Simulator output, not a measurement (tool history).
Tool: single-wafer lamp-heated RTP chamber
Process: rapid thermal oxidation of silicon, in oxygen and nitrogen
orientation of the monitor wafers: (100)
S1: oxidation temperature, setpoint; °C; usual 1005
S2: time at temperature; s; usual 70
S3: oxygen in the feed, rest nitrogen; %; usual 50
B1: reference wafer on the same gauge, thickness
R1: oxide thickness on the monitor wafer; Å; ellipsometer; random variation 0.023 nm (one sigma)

run 1 hour=0 | S1=1005 S2=70 S3=50 | B1=5.581 | R1=59.68
run 2 hour=98.7 | S1=1005 S2=70 S3=73 | B1=5.586 | R1=67.66
run 3 hour=198.4 | S1=1005 S2=70 S3=73 | B1=5.574 | R1=68.04
run 4 hour=465.8 | S1=1005 S2=70 S3=73 | B1=5.574 | R1=67.97
run 5 hour=560.2 | S1=1005 S2=70 S3=50 | B1=5.588 | R1=59.62
run 6 hour=641.9 | S1=1005 S2=70 S3=50 | B1=5.581 | R1=59.75
run 7 hour=724.6 | S1=1005 S2=70 S3=50 | B1=5.581 | R1=60.05
run 8 hour=796.7 | S1=1005 S2=59 S3=50 | B1=5.577 | R1=55.44
run 9 hour=1059.2 | S1=1005 S2=59 S3=50 | B1=5.578 | R1=55.38
run 10 hour=1136.2 | S1=1005 S2=59 S3=50 | B1=5.578 | R1=55.7
run 11 hour=1231.7 | S1=1005 S2=70 S3=64 | B1=5.588 | R1=64.82
run 12 hour=1277.9 | S1=1025 S2=70 S3=68 | B1=5.58 | R1=75.87
run 13 hour=1343.9 | S1=1025 S2=70 S3=68 | B1=5.585 | R1=76.51
run 14 hour=1385.6 | S1=1025 S2=70 S3=68 | B1=5.577 | R1=76.12
run 15 hour=1458.4 | S1=1005 S2=70 S3=50 | B1=5.578 | R1=59.75
run 16 hour=1512.8 | S1=1005 S2=70 S3=50 | B1=5.583 | R1=59.27
run 17 hour=1616.2 | S1=984 S2=70 S3=31 | B1=5.59 | R1=44.95
run 18 hour=1677.4 | S1=979 S2=104 S3=75 | B1=5.579 | R1=67.36
run 19 hour=1941.1 | S1=987 S2=57 S3=26 | B1=5.583 | R1=40.26
run 20 hour=2030.9 | S1=979 S2=70 S3=50 | B1=5.577 | R1=49.77
run 21 hour=2115.8 | S1=1029 S2=103 S3=33 | B1=5.577 | R1=72.53
run 22 hour=2172.9 | S1=1005 S2=87 S3=50 | B1=5.583 | R1=65.59
run 23 hour=2269 | S1=1015 S2=102 S3=62 | B1=5.578 | R1=81.59
run 24 hour=2348.7 | S1=982 S2=104 S3=30 | B1=5.575 | R1=51.16
run 25 hour=2447.5 | S1=996 S2=80 S3=62 | B1=5.584 | R1=63.59
run 26 hour=2532 | S1=1030 S2=96 S3=68 | B1=5.589 | R1=90.38
run 27 hour=2602.6 | S1=1005 S2=58 S3=30 | B1=5.57 | R1=46.91
run 28 hour=2692.4 | S1=1005 S2=70 S3=50 | B1=5.584 | R1=59.45
run 29 hour=2749.7 | S1=1013 S2=70 S3=27 | B1=5.574 | R1=51.27
run 30 hour=2850.3 | S1=1022 S2=83 S3=23 | B1=5.584 | R1=55.73
run 31 hour=2957.5 | S1=996 S2=94 S3=50 | B1=5.579 | R1=63.7
run 32 hour=3045.6 | S1=1005 S2=70 S3=50 | B1=5.585 | R1=59.97
run 33 hour=3104.7 | S1=1005 S2=57 S3=50 | B1=5.575 | R1=54.39
run 34 hour=3182.2 | S1=978 S2=70 S3=68 | B1=5.584 | R1=54.21
run 35 hour=3234.7 | S1=1005 S2=40 S3=50 | B1=5.578 | R1=46.91
run 36 hour=3299.7 | S1=1005 S2=70 S3=50 | B1=5.582 | R1=60.15

Not shown: 7 entries that the log had between the listed runs. Between which runs, and how does the tool's hidden state differ before and after?
Between runs 1 and 2: pyrometer window cleaned and pyrometer calibrated (hour 11.8)
  no hidden state differs between the two runs
Between runs 6 and 7: pyrometer window cleaned and pyrometer calibrated (hour 679.7)
  no hidden state differs between the two runs
Between runs 9 and 10: oxygen flow controller replaced (hour 1132.5)
  no hidden state differs between the two runs
Between runs 12 and 13: pyrometer window cleaned and pyrometer calibrated (hour 1296.4)
  no hidden state differs between the two runs
Between runs 18 and 19: gauge calibrated (hour 1725.3)
  no hidden state differs between the two runs
Between runs 19 and 20: pyrometer window cleaned and pyrometer calibrated (hour 2013.1)
  no hidden state differs between the two runs
Between runs 28 and 29: pyrometer window cleaned and pyrometer calibrated (hour 2720.4)
  no hidden state differs between the two runs

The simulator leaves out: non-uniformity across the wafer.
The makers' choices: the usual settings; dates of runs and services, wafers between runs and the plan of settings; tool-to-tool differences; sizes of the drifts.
